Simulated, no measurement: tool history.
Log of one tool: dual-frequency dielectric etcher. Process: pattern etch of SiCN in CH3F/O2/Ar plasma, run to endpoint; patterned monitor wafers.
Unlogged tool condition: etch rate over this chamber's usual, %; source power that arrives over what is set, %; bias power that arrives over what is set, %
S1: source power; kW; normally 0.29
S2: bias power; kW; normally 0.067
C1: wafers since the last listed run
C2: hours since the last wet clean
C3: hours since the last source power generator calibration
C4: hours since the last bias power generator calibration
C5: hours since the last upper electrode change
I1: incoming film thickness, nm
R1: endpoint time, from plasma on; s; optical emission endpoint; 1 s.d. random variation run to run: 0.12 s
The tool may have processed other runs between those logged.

{"run": 1, "hour": 0.0, "S1": 0.29, "S2": 0.067, "C1": 0, "C2": 192.5, "C3": 3613.5, "C4": 4471.2, "C5": 5917.9, "I1": 12.39, "R1": 35.2}
{"run": 2, "hour": 10.7, "S1": 0.29, "S2": 0.067, "C1": 217, "C2": 203.2, "C3": 3624.2, "C4": 4481.9, "C5": 5928.6, "I1": 12.42, "R1": 35.4}
{"run": 3, "hour": 20.4, "S1": 0.29, "S2": 0.067, "C1": 197, "C2": 212.9, "C3": 3633.9, "C4": 4491.6, "C5": 5938.3, "I1": 12.47, "R1": 35.5}
{"run": 4, "hour": 37.1, "S1": 0.29, "S2": 0.067, "C1": 339, "C2": 229.6, "C3": 3650.6, "C4": 4508.3, "C5": 5955, "I1": 12.51, "R1": 35.5}
{"run": 5, "hour": 43.5, "S1": 0.29, "S2": 0.067, "C1": 130, "C2": 236, "C3": 3657, "C4": 4514.7, "C5": 5961.4, "I1": 12.5, "R1": 35.5}
{"run": 6, "hour": 51.7, "S1": 0.24, "S2": 0.061, "C1": 166, "C2": 244.2, "C3": 3665.2, "C4": 4522.9, "C5": 5969.6, "I1": 12.58, "R1": 39.5}
{"run": 7, "hour": 68.5, "S1": 0.29, "S2": 0.067, "C1": 341, "C2": 261, "C3": 3682, "C4": 4539.7, "C5": 5986.4, "I1": 12.31, "R1": 35}
{"hour": 81.2, "done": "source power generator calibrated"}
{"run": 8, "hour": 81.7, "S1": 0.29, "S2": 0.067, "C1": 187, "C2": 274.2, "C3": 0.5, "C4": 4552.9, "C5": 5999.6, "I1": 12.4, "R1": 35.4}
{"run": 9, "hour": 91.8, "S1": 0.29, "S2": 0.067, "C1": 205, "C2": 284.3, "C3": 10.6, "C4": 4563, "C5": 6009.7, "I1": 12.6, "R1": 35.9}
{"hour": 126.9, "done": "upper electrode replaced"}
{"run": 10, "hour": 127.4, "S1": 0.29, "S2": 0.067, "C1": 235, "C2": 319.9, "C3": 46.2, "C4": 4598.6, "C5": 0.5, "I1": 12.6, "R1": 35.9}
{"run": 11, "hour": 127.7, "S1": 0.29, "S2": 0.067, "C1": 6, "C2": 320.2, "C3": 46.5, "C4": 4598.9, "C5": 0.8, "I1": 12.45, "R1": 35.4}
{"run": 12, "hour": 128.8, "S1": 0.29, "S2": 0.067, "C1": 22, "C2": 321.3, "C3": 47.6, "C4": 4600, "C5": 1.9, "I1": 12.44, "R1": 35.2}
{"run": 13, "hour": 140.4, "S1": 0.29, "S2": 0.067, "C1": 235, "C2": 332.9, "C3": 59.2, "C4": 4611.6, "C5": 13.5, "I1": 12.58, "R1": 35.6}
{"run": 14, "hour": 147.3, "S1": 0.29, "S2": 0.067, "C1": 140, "C2": 339.8, "C3": 66.1, "C4": 4618.5, "C5": 20.4, "I1": 12.65, "R1": 36.1}
{"run": 15, "hour": 160.6, "S1": 0.29, "S2": 0.067, "C1": 270, "C2": 353.1, "C3": 79.4, "C4": 4631.8, "C5": 33.7, "I1": 12.43, "R1": 35.3}
{"run": 16, "hour": 173.4, "S1": 0.29, "S2": 0.067, "C1": 260, "C2": 365.9, "C3": 92.2, "C4": 4644.6, "C5": 46.5, "I1": 12.6, "R1": 35.9}
{"run": 17, "hour": 180.5, "S1": 0.29, "S2": 0.079, "C1": 144, "C2": 373, "C3": 99.3, "C4": 4651.7, "C5": 53.6, "I1": 12.48, "R1": 33.1}
{"hour": 185.5, "done": "bias power generator calibrated"}
{"run": 18, "hour": 194.2, "S1": 0.22, "S2": 0.067, "C1": 197, "C2": 386.7, "C3": 113, "C4": 8.7, "C5": 67.3, "I1": 12.44, "R1": 38.6}
{"hour": 230.2, "done": "wet clean of the chamber"}
{"run": 19, "hour": 230.7, "S1": 0.29, "S2": 0.067, "C1": 254, "C2": 0.5, "C3": 149.5, "C4": 45.2, "C5": 103.8, "I1": 12.46, "R1": 35.3}
{"run": 20, "hour": 231.0, "S1": 0.29, "S2": 0.067, "C1": 6, "C2": 0.8, "C3": 149.8, "C4": 45.5, "C5": 104.1, "I1": 12.35, "R1": 34.9}
{"run": 21, "hour": 232.4, "S1": 0.24, "S2": 0.073, "C1": 28, "C2": 2.2, "C3": 151.2, "C4": 46.9, "C5": 105.5, "I1": 12.41, "R1": 36}
{"run": 22, "hour": 247.0, "S1": 0.29, "S2": 0.062, "C1": 296, "C2": 16.8, "C3": 165.8, "C4": 61.5, "C5": 120.1, "I1": 12.59, "R1": 37.1}
{"run": 23, "hour": 260.0, "S1": 0.29, "S2": 0.067, "C1": 264, "C2": 29.8, "C3": 178.8, "C4": 74.5, "C5": 133.1, "I1": 12.56, "R1": 35.8}
{"run": 24, "hour": 272.0, "S1": 0.25, "S2": 0.067, "C1": 243, "C2": 41.8, "C3": 190.8, "C4": 86.5, "C5": 145.1, "I1": 12.39, "R1": 37.1}
{"run": 25, "hour": 284.3, "S1": 0.29, "S2": 0.06, "C1": 250, "C2": 54.1, "C3": 203.1, "C4": 98.8, "C5": 157.4, "I1": 12.61, "R1": 37.3}
{"run": 26, "hour": 293.4, "S1": 0.33, "S2": 0.073, "C1": 184, "C2": 63.2, "C3": 212.2, "C4": 107.9, "C5": 166.5, "I1": 12.5, "R1": 33}
{"run": 27, "hour": 305.2, "S1": 0.22, "S2": 0.072, "C1": 239, "C2": 75, "C3": 224, "C4": 119.7, "C5": 178.3, "I1": 12.48, "R1": 37.3}
{"run": 28, "hour": 320.5, "S1": 0.24, "S2": 0.074, "C1": 311, "C2": 90.3, "C3": 239.3, "C4": 135, "C5": 193.6, "I1": 12.41, "R1": 35.9}
{"run": 29, "hour": 338.2, "S1": 0.25, "S2": 0.076, "C1": 359, "C2": 108, "C3": 257, "C4": 152.7, "C5": 211.3, "I1": 12.49, "R1": 35.3}
{"run": 30, "hour": 350.1, "S1": 0.27, "S2": 0.058, "C1": 241, "C2": 119.9, "C3": 268.9, "C4": 164.6, "C5": 223.2, "I1": 12.48, "R1": 38.6}
{"run": 31, "hour": 383.1, "S1": 0.34, "S2": 0.077, "C1": 670, "C2": 152.9, "C3": 301.9, "C4": 197.6, "C5": 256.2, "I1": 12.61, "R1": 32.2}
{"run": 32, "hour": 396.7, "S1": 0.33, "S2": 0.072, "C1": 276, "C2": 166.5, "C3": 315.5, "C4": 211.2, "C5": 269.8, "I1": 12.51, "R1": 33.2}
{"run": 33, "hour": 410.7, "S1": 0.27, "S2": 0.058, "C1": 284, "C2": 180.5, "C3": 329.5, "C4": 225.2, "C5": 283.8, "I1": 12.47, "R1": 38.4}
{"run": 34, "hour": 419.8, "S1": 0.23, "S2": 0.059, "C1": 184, "C2": 189.6, "C3": 338.6, "C4": 234.3, "C5": 292.9, "I1": 12.59, "R1": 40.4}
{"run": 35, "hour": 426.0, "S1": 0.31, "S2": 0.057, "C1": 126, "C2": 195.8, "C3": 344.8, "C4": 240.5, "C5": 299.1, "I1": 12.48, "R1": 37.1}
{"run": 36, "hour": 443.7, "S1": 0.29, "S2": 0.052, "C1": 359, "C2": 213.5, "C3": 362.5, "C4": 258.2, "C5": 316.8, "I1": 12.51, "R1": 39.6}

Branching from run 36: 4 alternative next runs. What would each branch give?
{"run": "A", "hour": 444.1, "S1": 0.29, "S2": 0.054, "C1": 8, "C2": 213.9, "C3": 362.9, "C4": 258.6, "C5": 317.2, "I1": 12.51, "R1": "?"}
{"run": "B", "hour": 444.1, "S1": 0.26, "S2": 0.052, "C1": 8, "C2": 213.9, "C3": 362.9, "C4": 258.6, "C5": 317.2, "I1": 12.51, "R1": "?"}
{"run": "C", "hour": 444.1, "S1": 0.34, "S2": 0.078, "C1": 8, "C2": 213.9, "C3": 362.9, "C4": 258.6, "C5": 317.2, "I1": 12.51, "R1": "?"}
{"run": "D", "hour": 444.1, "S1": 0.26, "S2": 0.073, "C1": 8, "C2": 213.9, "C3": 362.9, "C4": 258.6, "C5": 317.2, "I1": 12.51, "R1": "?"}

run=A R1=38.8
run=B R1=40.7
run=C R1=31.7
run=D R1=35.4
Stripped of hidden state, with their random variation kept, the same runs would have yielded:
run=A R1=38.8
run=B R1=40.7
run=C R1=31.7
run=D R1=35.4
